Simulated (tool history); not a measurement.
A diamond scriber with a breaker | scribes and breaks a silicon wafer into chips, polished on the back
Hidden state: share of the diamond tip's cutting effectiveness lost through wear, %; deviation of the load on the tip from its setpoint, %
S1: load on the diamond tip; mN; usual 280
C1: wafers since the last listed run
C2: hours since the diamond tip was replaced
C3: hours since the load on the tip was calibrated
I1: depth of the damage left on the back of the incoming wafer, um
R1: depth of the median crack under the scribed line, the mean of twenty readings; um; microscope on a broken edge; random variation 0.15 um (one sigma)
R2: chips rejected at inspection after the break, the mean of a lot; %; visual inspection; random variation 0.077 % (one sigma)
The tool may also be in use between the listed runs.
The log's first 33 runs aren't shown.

{"run": 34, "hour": 401.2, "S1": 280, "C1": 33, "C2": 92.5, "C3": 198.4, "I1": 0.03, "R1": 8.28, "R2": 1.65}
{"run": 35, "hour": 419.0, "S1": 348, "C1": 68, "C2": 110.3, "C3": 216.2, "I1": 0.02, "R1": 9.13, "R2": 2.75}
{"run": 36, "hour": 433.7, "S1": 353, "C1": 56, "C2": 125.0, "C3": 230.9, "I1": 0.05, "R1": 9.33, "R2": 2.81}
{"run": 37, "hour": 450.9, "S1": 252, "C1": 65, "C2": 142.2, "C3": 248.1, "I1": 0.03, "R1": 7.57, "R2": 2.45}
{"run": 38, "hour": 457.1, "S1": 280, "C1": 23, "C2": 148.4, "C3": 254.3, "I1": 0.01, "R1": 8.16, "R2": 1.89}
{"run": 39, "hour": 498.7, "S1": 280, "C1": 159, "C2": 190.0, "C3": 295.9, "I1": 0.02, "R1": 8.11, "R2": 1.87}
{"run": 40, "hour": 516.6, "S1": 327, "C1": 68, "C2": 207.9, "C3": 313.8, "I1": 0.02, "R1": 8.97, "R2": 2.35}
{"run": 41, "hour": 532.5, "S1": 257, "C1": 60, "C2": 223.8, "C3": 329.7, "I1": 0.02, "R1": 7.76, "R2": 2.29}
{"run": 42, "hour": 542.0, "S1": 344, "C1": 36, "C2": 233.3, "C3": 339.2, "I1": 0.02, "R1": 9.19, "R2": 2.7}
{"run": 43, "hour": 549.5, "S1": 357, "C1": 28, "C2": 240.8, "C3": 346.7, "I1": 0.02, "R1": 9.44, "R2": 2.98}

Forecast each of these 3 alternatives for the next run:
{"run": "A", "hour": 550.0, "S1": 280, "C1": 1, "C2": 241.3, "C3": 347.2, "I1": 0.02, "R1": "?", "R2": "?"}
{"run": "B", "hour": 550.0, "S1": 231, "C1": 1, "C2": 241.3, "C3": 347.2, "I1": 0.02, "R1": "?", "R2": "?"}
{"run": "C", "hour": 550.0, "S1": 198, "C1": 1, "C2": 241.3, "C3": 347.2, "I1": 0.02, "R1": "?", "R2": "?"}

run=A R1=8.27 R2=1.90
run=B R1=7.48 R2=3.73
run=C R1=6.92 R2=6.61
Without the tool's hidden state the same runs would have given:
run=A R1=8.53 R2=1.79
run=B R1=7.71 R2=2.93
run=C R1=7.14 R2=5.32

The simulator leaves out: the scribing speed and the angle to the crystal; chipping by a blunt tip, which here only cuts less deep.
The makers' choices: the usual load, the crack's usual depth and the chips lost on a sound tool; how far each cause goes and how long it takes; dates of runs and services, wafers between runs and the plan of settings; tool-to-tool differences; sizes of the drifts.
